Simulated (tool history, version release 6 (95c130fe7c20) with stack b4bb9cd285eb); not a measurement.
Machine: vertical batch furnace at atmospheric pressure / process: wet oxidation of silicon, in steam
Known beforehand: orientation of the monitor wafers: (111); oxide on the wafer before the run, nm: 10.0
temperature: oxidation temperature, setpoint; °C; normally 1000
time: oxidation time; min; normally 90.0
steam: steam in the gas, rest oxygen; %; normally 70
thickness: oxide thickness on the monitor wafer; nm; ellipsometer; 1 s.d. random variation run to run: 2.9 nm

run,day,temperature,time,steam,wafers since the last listed run,hours since the last temperature calibration,hours since the steam generator was serviced,hours since the gauge calibration,"read-back reference wafer on the same gauge, thickness",thickness
1,0.000,1000,90.0,61,0,2267.2,1730.0,1046.0,604.60,448.83
2,3.492,1000,90.0,61,1240,2351.0,1813.8,1129.8,605.47,456.88
3,5.767,1000,90.0,61,808,2405.6,1868.4,1184.4,604.98,452.31
4,7.567,1000,90.0,70,639,2448.8,1911.6,1227.6,605.04,491.04
5,12.017,1000,90.0,70,1581,2555.6,2018.4,1334.4,605.06,487.09
6,16.225,1000,90.0,70,1495,2656.6,2119.4,1435.4,604.85,487.37
7,20.246,1000,90.0,70,1428,2753.1,2215.9,1531.9,603.96,488.88
8,23.750,1000,90.0,70,1245,2837.2,2300.0,1616.0,604.92,481.16
9,27.046,1000,90.0,70,1171,2916.3,2379.1,1695.1,605.40,481.19
# day 28.425: steam generator serviced
10,31.188,1000,90.0,70,1116,3015.7,66.3,1794.5,604.54,510.70
11,33.621,1000,90.0,70,864,3074.1,124.7,1852.9,605.72,503.35
12,37.254,1000,90.0,70,1291,3161.3,211.9,1940.1,605.08,513.16
13,39.350,1000,90.0,63,744,3211.6,262.2,1990.4,604.21,475.60
14,41.042,1000,90.0,63,601,3252.2,302.8,2031.0,606.04,475.07
15,43.192,1000,123.5,70,764,3303.8,354.4,2082.6,604.20,610.19
16,45.158,1000,71.5,62,698,3351.0,401.6,2129.8,604.98,408.50
17,49.046,993,90.0,77,1381,3444.3,494.9,2223.1,604.88,521.15
# day 50.371: thermocouples replaced and temperature profile calibrated
18,52.700,1000,110.5,70,943,55.9,582.6,2310.8,605.44,572.34
19,55.625,1024,45.0,70,1039,126.1,652.8,2381.0,605.53,379.14
20,67.296,1010,133.0,74,4147,406.2,932.9,2661.1,604.85,685.77
21,79.804,993,74.0,82,4444,706.4,1233.1,2961.3,605.95,472.76
22,82.129,983,47.0,70,826,762.2,1288.9,3017.1,604.00,296.42
23,85.879,1013,90.0,70,1332,852.2,1378.9,3107.1,603.75,530.75
24,89.179,1012,90.0,59,1172,931.4,1458.1,3186.3,604.51,477.51
25,93.175,1000,90.0,70,1419,1027.3,1554.0,3282.2,605.01,494.45
26,96.075,1000,90.0,70,1030,1096.9,1623.6,3351.8,604.70,498.13
27,99.329,1000,119.5,70,1156,1175.0,1701.7,3429.9,604.34,583.41
28,103.358,978,112.5,63,1431,1271.7,1798.4,3526.6,604.09,467.33
# day 104.550: gauge calibrated
29,105.754,1000,90.0,70,851,1329.2,1855.9,28.9,604.93,490.19
30,109.512,1000,121.5,70,1335,1419.4,1946.1,119.1,604.41,587.25
31,111.967,1013,114.5,80,872,1478.3,2005.0,178.0,606.06,656.49
32,113.683,1000,75.5,70,610,1519.5,2046.2,219.2,606.19,443.44
33,117.804,1016,59.0,70,1464,1618.4,2145.1,318.1,605.16,413.85
34,119.546,981,115.5,78,618,1660.2,2186.9,359.9,603.90,543.84
# day 127.200: steam generator serviced
35,129.238,1020,102.0,70,3088,1892.8,48.9,592.5,604.15,596.07
36,131.496,1000,46.5,70,802,1947.0,103.1,646.7,605.40,335.68
37,135.967,1000,90.0,70,1588,2054.3,210.4,754.0,604.36,507.84
38,137.642,1000,90.0,70,595,2094.5,250.6,794.2,604.63,506.15

Selected run-to-run steps in thickness, each split into two signed amounts: the part the tool would show with no hidden state at all (from settings, incoming material and random variation), and the remainder, which goes to the hidden state together with any gauge scatter not common to the measured and the hidden-state-free results:
The tool's hidden condition here consists of: true tube temperature minus thermocouple reading, K; steam share off its setpoint, % of the setpoint; gauge reads high (%).
Run 9 -> 10: steam generator serviced. thickness +29.51 nm: hidden state +23.55, all else +5.96.
Run 19 -> 20: temperature 1024 -> 1010, time 45.0 -> 133.0, steam 70 -> 74. thickness +306.63 nm: hidden state -6.75, all else +313.38.
Run 22 -> 23: temperature 983 -> 1013, time 47.0 -> 90.0. thickness +234.33 nm: hidden state -5.53, all else +239.86.
Run 34 -> 35: temperature 981 -> 1020, time 115.5 -> 102.0, steam 78 -> 70, steam generator serviced. thickness +52.23 nm: hidden state +19.10, all else +33.13.
Run 35 -> 36: temperature 1020 -> 1000, time 102.0 -> 46.5. thickness -260.39 nm: hidden state +1.08, all else -261.47.
